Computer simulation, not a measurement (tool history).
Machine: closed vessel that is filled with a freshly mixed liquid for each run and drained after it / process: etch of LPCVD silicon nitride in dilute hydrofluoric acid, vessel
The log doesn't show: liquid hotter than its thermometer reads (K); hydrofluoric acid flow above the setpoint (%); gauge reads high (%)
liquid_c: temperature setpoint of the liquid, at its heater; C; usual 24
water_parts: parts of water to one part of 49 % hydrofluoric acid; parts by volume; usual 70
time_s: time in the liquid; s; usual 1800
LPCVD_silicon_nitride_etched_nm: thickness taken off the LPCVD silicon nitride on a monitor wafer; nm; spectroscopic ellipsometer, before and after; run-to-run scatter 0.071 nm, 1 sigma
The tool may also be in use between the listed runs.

run,day,liquid_c,water_parts,time_s,wafers since the last listed run,hours since the thermometer was replaced,hours since the hydrofluoric acid flow meter was replaced,hours since the gauge calibration,"read-back film thickness of the LPCVD silicon nitride reference wafer, read on the same gauge (nm)",LPCVD_silicon_nitride_etched_nm
1,0,24,70,1800,0,913.1,116.5,545.7,120.03,14.63
2,3.846,24,70,1800,5053,1005.4,208.8,638,119.99,14.61
3,5.258,24,70,1800,1855,1039.3,242.7,671.9,120.01,14.71
4,8.75,24,70,2155,4587,1123.1,326.5,755.7,119.98,17.54
5,9.638,24,70,2155,1166,1144.4,347.8,777,120.01,17.47
6,10.254,24,70,1800,810,1159.2,362.6,791.8,120,14.61
7,11.392,21.5,40,1530,1494,1186.5,389.9,819.1,119.98,18.18
8,12.371,19,95,1800,1286,1210,413.4,842.6,119.98,7.7
9,12.9,24,70,1800,695,1222.7,426.1,855.3,120.07,14.67
# day 13.525: thermometer replaced
10,13.546,24,40,1800,793,0.5,441.6,870.8,120,24.05
11,14.808,20,85,2425,1658,30.8,471.9,901.1,119.97,11.84
12,15.925,24,70,2100,1467,57.6,498.7,927.9,119.99,16.33
13,17.354,26.5,70,2440,1877,91.9,533,962.2,119.97,22.56
14,17.933,24,70,1800,761,105.8,546.9,976.1,120.03,14.03
15,19.317,24,70,1800,1817,139,580.1,1009.3,120.03,14.17
16,20.621,24,35,1145,1713,170.3,611.4,1040.6,120.01,17.65
17,21.638,27,45,1470,1335,194.7,635.8,1065,119.99,21.7
# day 22.962: gauge calibrated
18,23.017,24,70,1800,1812,227.8,668.9,1.3,120,14.09
19,24.812,26.5,70,2440,2359,270.9,712,44.4,120.01,22.37
20,26.171,24,90,1800,1784,303.5,744.6,77,119.98,10.99
21,26.742,28,80,2875,750,317.2,758.3,90.7,119.98,25.6
22,28.079,27.5,70,1800,1757,349.3,790.4,122.8,120,17.82
23,30.875,24,45,1140,3673,416.4,857.5,189.9,120.01,13.83
24,32.075,24,70,945,1576,445.2,886.3,218.7,119.95,7.45
25,33.2,25.5,70,2380,1478,472.2,913.3,245.7,119.98,20.88
26,34.071,22.5,95,760,1144,493.1,934.2,266.6,119.99,4.06
27,35.292,27.5,60,2565,1604,522.4,963.5,295.9,120,29.99
28,36.008,24,70,1800,941,539.6,980.7,313.1,120,14.41
29,36.6,24,70,1800,777,553.8,994.9,327.3,119.99,14.34
30,37.833,24,70,1800,1620,583.4,1024.5,356.9,119.98,14.26
31,38.825,24,70,1800,1303,607.2,1048.3,380.7,120,14.29

Give the tool's hidden conditions for every run:
hydrofluoric acid flow above the setpoint (%): 0 on each run
gauge reads high (%): 0 on each run
H1: liquid hotter than its thermometer reads (K)
run,H1
1,0.621
2,0.677
3,0.698
4,0.749
5,0.762
6,0.771
7,0.788
8,0.803
9,0.81
10,0.0796
11,0.0982
12,0.115
13,0.136
14,0.144
15,0.165
16,0.184
17,0.199
18,0.219
19,0.245
20,0.265
21,0.274
22,0.293
23,0.335
24,0.352
25,0.369
26,0.382
27,0.4
28,0.41
29,0.419
30,0.437
31,0.451

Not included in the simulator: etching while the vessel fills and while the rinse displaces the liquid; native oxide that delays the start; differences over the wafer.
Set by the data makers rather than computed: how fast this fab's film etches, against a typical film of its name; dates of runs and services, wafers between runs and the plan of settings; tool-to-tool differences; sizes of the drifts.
